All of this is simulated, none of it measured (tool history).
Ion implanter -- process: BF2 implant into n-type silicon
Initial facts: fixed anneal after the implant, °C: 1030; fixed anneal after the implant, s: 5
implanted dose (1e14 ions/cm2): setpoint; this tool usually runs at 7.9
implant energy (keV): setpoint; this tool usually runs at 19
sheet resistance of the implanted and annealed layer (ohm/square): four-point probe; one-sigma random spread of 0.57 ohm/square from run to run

run,hour,implanted dose (1e14 ions/cm2),implant energy (keV),"read-back reference wafer on the same gauge, sheet resistance",sheet resistance of the implanted and annealed layer (ohm/square)
1,0,9.76,19,176.9,183.06
2,101.5,9.76,19,176.99,183.37
3,167.9,9.76,19,176.98,183.92
4,251.6,7.9,19,177.03,195.46
5,296.3,7.9,19,177.07,196.21
6,359.8,7.9,19,176.93,195.37
7,461.5,7.9,19,176.95,194.99
8,506.8,7.9,19,176.99,195.01
9,582.7,6.01,19,177.11,219.56
10,649.2,6.01,19,176.95,220.23
11,718.3,6.01,19,176.88,219.76
12,763,7.9,19,176.89,195.32
13,808.4,7.9,19,176.98,194.7
14,915,7.9,19,177.03,194.9
# hour 927.9: gauge calibrated
15,983.7,7.9,22,176.95,182.72
16,1030.7,9.14,19,177.01,186.44
# hour 1043.1: Faraday cup replaced and dose calibrated
17,1098.9,6.49,19,176.98,215.81
18,1146.5,9.77,15,177.1,206.25
19,1221.8,7.9,19,176.99,197.75
20,1310.8,7.9,19,176.99,197.59
21,1348.5,9.57,25.5,177.02,161.63
22,1413.7,7.9,19,176.97,197.26
23,1452.1,7.9,15,177.05,218.06
# hour 1505.9: extraction supply calibrated
24,1506.4,6.98,16,177.12,222.49

Forecast run 25:
25,1599.6,6.01,19,?,?

{"run 25": {"read-back reference wafer on the same gauge, sheet resistance": 177.08, "sheet resistance of the implanted and annealed layer (ohm/square)": 222.19}}
Take away the tool's hidden state, keep the run-to-run variation as it was, and the same run would have given sheet resistance of the implanted and annealed layer (ohm/square) 225.11.
